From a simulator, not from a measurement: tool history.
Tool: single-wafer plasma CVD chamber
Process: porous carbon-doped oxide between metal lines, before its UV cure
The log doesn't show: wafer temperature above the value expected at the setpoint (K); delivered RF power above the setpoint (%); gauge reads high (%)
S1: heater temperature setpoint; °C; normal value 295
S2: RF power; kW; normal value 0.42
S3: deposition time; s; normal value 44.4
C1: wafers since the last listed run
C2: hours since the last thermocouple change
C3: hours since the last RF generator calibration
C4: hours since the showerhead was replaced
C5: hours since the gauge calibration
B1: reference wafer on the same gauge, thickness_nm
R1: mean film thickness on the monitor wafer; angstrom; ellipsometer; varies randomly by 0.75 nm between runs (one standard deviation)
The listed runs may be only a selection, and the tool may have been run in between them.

run,hour,S1,S2,S3,C1,C2,C3,C4,C5,B1,R1
1,0,284,0.42,42.1,0,2106.1,1449.7,5424.2,32.3,251.225,2390.91
2,14.3,299,0.42,44.4,306,2120.4,1464,5438.5,46.6,250.738,2276.53
3,37.2,299,0.42,44.4,491,2143.3,1486.9,5461.4,69.5,251.24,2281.63
4,65.7,295,0.42,48.8,611,2171.8,1515.4,5489.9,98,250.805,2565.41
5,99.8,295,0.42,44.4,731,2205.9,1549.5,5524,132.1,250.897,2356.49
6,122.9,295,0.42,44.4,495,2229,1572.6,5547.1,155.2,251.463,2324.72
7,149.9,295,0.365,44.4,578,2256,1599.6,5574.1,182.2,251.266,2067.64
8,169.5,295,0.365,44.4,420,2275.6,1619.2,5593.7,201.8,251.392,2072.94
9,189.9,302,0.42,44.4,437,2296,1639.6,5614.1,222.2,250.943,2233.73
# hour 248.4: showerhead replaced
10,251.5,302,0.42,44.4,1149,2357.6,1701.2,3.1,283.8,250.999,2224.56
11,276.7,302,0.42,44.4,540,2382.8,1726.4,28.3,309,251.007,2231.78
12,307.6,295,0.42,44.4,662,2413.7,1757.3,59.2,339.9,251.041,2345.55
13,323.1,295,0.42,44.4,332,2429.2,1772.8,74.7,355.4,250.994,2335.12
14,354.5,295,0.42,44.4,673,2460.6,1804.2,106.1,386.8,251.118,2333
15,378.2,295,0.42,44.4,508,2484.3,1827.9,129.8,410.5,250.846,2335.07
# hour 406.4: thermocouple changed; heater temperature recalibrated
16,406.9,301,0.355,39.3,443,0.5,1856.6,158.5,439.2,251.347,1731.73
17,423.7,295,0.49,44.4,360,17.3,1873.4,175.3,456,250.752,2630.1
18,456.1,295,0.5,44.4,694,49.7,1905.8,207.7,488.4,250.805,2664.61
19,476.2,304,0.42,44.4,430,69.8,1925.9,227.8,508.5,251.34,2212.05
20,491.6,295,0.42,39.8,330,85.2,1941.3,243.2,523.9,250.91,2109.19
21,519.1,305,0.5,44.4,589,112.7,1968.8,270.7,551.4,250.848,2501.1
# hour 533.8: gauge calibrated
# hour 537.3: RF generator calibrated
22,540,295,0.42,44.4,276,133.6,2.7,291.6,6.2,250.817,2334.09
23,552.6,295,0.42,44.4,270,146.2,15.3,304.2,18.8,250.923,2354.39
24,578.5,295,0.49,49.7,555,172.1,41.2,330.1,44.7,250.722,2944.31
25,595.3,304,0.345,40.2,360,188.9,58,346.9,61.5,251.081,1687.36
26,610.8,295,0.42,44.4,332,204.4,73.5,362.4,77,250.668,2323.28
27,698,295,0.42,44.4,1869,291.6,160.7,449.6,164.2,250.9,2339.71
28,725.4,295,0.42,44.4,587,319,188.1,477,191.6,250.96,2354.26
29,742.2,286,0.5,53.2,360,335.8,204.9,493.8,208.4,250.96,3394.08
30,776.9,295,0.42,41,744,370.5,239.6,528.5,243.1,250.712,2158.97
31,799.7,291,0.495,40.4,488,393.3,262.4,551.3,265.9,250.764,2481.81

Forecast each of these 5 alternatives for the next run:
A,800.1,295,0.42,49.1,8,393.7,262.8,551.7,266.3,?,?
B,800.1,307,0.465,41.7,8,393.7,262.8,551.7,266.3,?,?
C,800.1,295,0.465,40.6,8,393.7,262.8,551.7,266.3,?,?
D,800.1,295,0.465,44.4,8,393.7,262.8,551.7,266.3,?,?
E,800.1,299,0.475,47.8,8,393.7,262.8,551.7,266.3,?,?

run,B1,R1
A,250.894,2583.74
B,250.894,2212
C,250.894,2327.85
D,250.894,2540.35
E,250.894,2699.98
Take away the tool's hidden state, keep each run's random variation, and the runs would have read:
run,R1
A,2583.74
B,2212
C,2327.85
D,2540.35
E,2699.98

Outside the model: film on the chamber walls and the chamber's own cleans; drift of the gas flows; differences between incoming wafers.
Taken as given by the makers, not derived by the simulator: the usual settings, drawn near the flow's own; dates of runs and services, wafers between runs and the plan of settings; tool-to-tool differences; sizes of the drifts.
